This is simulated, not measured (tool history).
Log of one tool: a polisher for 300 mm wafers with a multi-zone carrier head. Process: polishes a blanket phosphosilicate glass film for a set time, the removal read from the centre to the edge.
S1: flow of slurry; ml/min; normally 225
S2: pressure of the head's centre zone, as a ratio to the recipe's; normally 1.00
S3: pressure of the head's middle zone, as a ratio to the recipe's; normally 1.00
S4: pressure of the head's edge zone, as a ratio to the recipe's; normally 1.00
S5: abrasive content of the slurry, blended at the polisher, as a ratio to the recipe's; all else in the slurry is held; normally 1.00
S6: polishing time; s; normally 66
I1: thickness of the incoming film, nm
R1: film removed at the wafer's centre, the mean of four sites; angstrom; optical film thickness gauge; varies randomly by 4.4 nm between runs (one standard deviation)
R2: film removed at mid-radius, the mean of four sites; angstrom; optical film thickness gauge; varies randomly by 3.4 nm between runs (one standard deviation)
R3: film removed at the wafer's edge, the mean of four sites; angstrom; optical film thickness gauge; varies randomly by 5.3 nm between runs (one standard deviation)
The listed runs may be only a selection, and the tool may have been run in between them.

run 1 hour=0.0 | S1=225 S2=1.00 S3=1.00 S4=1.00 S5=1.00 S6=66 | I1=3159.3 | R1=4881 R2=4888 R3=4760
run 2 hour=57.6 | S1=225 S2=1.00 S3=1.00 S4=0.91 S5=1.00 S6=54 | I1=3125.2 | R1=3992 R2=4002 R3=3770
-- hour=68.3 edge zone pressure recalibrated
run 3 hour=154.2 | S1=225 S2=1.00 S3=1.00 S4=1.00 S5=1.00 S6=66 | I1=3152.6 | R1=4857 R2=4840 R3=4722
run 4 hour=244.8 | S1=190 S2=1.00 S3=1.00 S4=0.93 S5=1.00 S6=66 | I1=3103.9 | R1=4704 R2=4699 R3=4476
run 5 hour=331.3 | S1=225 S2=1.08 S3=1.00 S4=1.11 S5=0.75 S6=66 | I1=3172.0 | R1=4302 R2=3997 R3=4124
-- hour=367.4 centre zone pressure recalibrated
run 6 hour=367.9 | S1=225 S2=0.97 S3=1.04 S4=1.00 S5=1.00 S6=66 | I1=3157.5 | R1=4625 R2=4903 R3=4760
-- hour=405.7 worn pad replaced by a new one
run 7 hour=420.5 | S1=225 S2=1.00 S3=0.90 S4=1.00 S5=1.25 S6=66 | I1=3171.3 | R1=5769 R2=5357 R3=5723
-- hour=437.3 carrier head's membrane replaced by a new one
run 8 hour=514.8 | S1=225 S2=1.00 S3=1.00 S4=1.00 S5=1.00 S6=66 | I1=3093.7 | R1=4977 R2=4972 R3=4912
run 9 hour=591.4 | S1=225 S2=1.00 S3=1.00 S4=1.00 S5=1.00 S6=66 | I1=3099.9 | R1=4925 R2=4922 R3=4868
run 10 hour=698.6 | S1=205 S2=1.00 S3=1.04 S4=1.07 S5=0.75 S6=66 | I1=3117.7 | R1=3887 R2=4071 R3=4002
run 11 hour=767.5 | S1=225 S2=0.92 S3=1.00 S4=0.88 S5=1.00 S6=66 | I1=3134.2 | R1=4428 R2=4874 R3=4458
-- hour=791.3 slurry nozzle cleaned
run 12 hour=864.0 | S1=225 S2=1.00 S3=1.08 S4=1.00 S5=1.00 S6=66 | I1=3075.9 | R1=4772 R2=5044 R3=4667
run 13 hour=960.5 | S1=225 S2=1.00 S3=1.06 S4=1.00 S5=1.00 S6=66 | I1=3180.0 | R1=4703 R2=4987 R3=4674
-- hour=976.0 worn pad replaced by a new one
-- hour=1005.1 edge zone pressure recalibrated
run 14 hour=1042.2 | S1=225 S2=1.03 S3=1.09 S4=1.00 S5=1.15 S6=66 | I1=3125.6 | R1=5711 R2=5847 R3=5377
run 15 hour=1082.8 | S1=175 S2=1.09 S3=1.00 S4=1.00 S5=0.80 S6=66 | I1=3145.1 | R1=4558 R2=4228 R3=4217
-- hour=1093.7 centre zone pressure recalibrated
run 16 hour=1159.0 | S1=225 S2=1.00 S3=1.00 S4=1.00 S5=1.00 S6=66 | I1=3176.9 | R1=5024 R2=4899 R3=4882
run 17 hour=1203.3 | S1=225 S2=1.00 S3=0.93 S4=1.09 S5=1.00 S6=66 | I1=3118.4 | R1=4928 R2=4677 R3=4996
run 18 hour=1292.7 | S1=225 S2=0.97 S3=1.00 S4=1.08 S5=1.00 S6=44 | I1=3128.6 | R1=3120 R2=3252 R3=3304
run 19 hour=1331.2 | S1=225 S2=1.00 S3=1.00 S4=1.00 S5=1.00 S6=66 | I1=3138.5 | R1=4876 R2=4794 R3=4797
run 20 hour=1431.1 | S1=225 S2=1.00 S3=0.94 S4=1.09 S5=1.00 S6=66 | I1=3091.0 | R1=4885 R2=4663 R3=4993
run 21 hour=1518.1 | S1=300 S2=1.00 S3=1.00 S4=1.00 S5=1.00 S6=66 | I1=3098.7 | R1=4994 R2=5053 R3=4884
run 22 hour=1595.1 | S1=225 S2=1.04 S3=0.97 S4=1.05 S5=1.00 S6=66 | I1=3145.7 | R1=4995 R2=4694 R3=4958

What if the next run were any one of these 3? Each begins from the tool's condition after run 22:
run A hour=1595.5 | S1=225 S2=1.00 S3=1.00 S4=1.00 S5=1.00 S6=66 | I1=3064.4 | R1=? R2=? R3=?
run B hour=1595.5 | S1=170 S2=1.10 S3=1.05 S4=1.00 S5=1.00 S6=59 | I1=3064.4 | R1=? R2=? R3=?
run C hour=1595.5 | S1=205 S2=0.93 S3=0.95 S4=1.00 S5=1.00 S6=66 | I1=3064.4 | R1=? R2=? R3=?

run=A R1=4785 R2=4773 R3=4730
run=B R1=4468 R2=4194 R3=4081
run=C R1=4378 R2=4562 R3=4683
Had the tool no hidden state, the same runs would have come out as:
run=A R1=5168 R2=5155 R3=5108
run=B R1=4826 R2=4530 R3=4408
run=C R1=4728 R2=4927 R3=5058
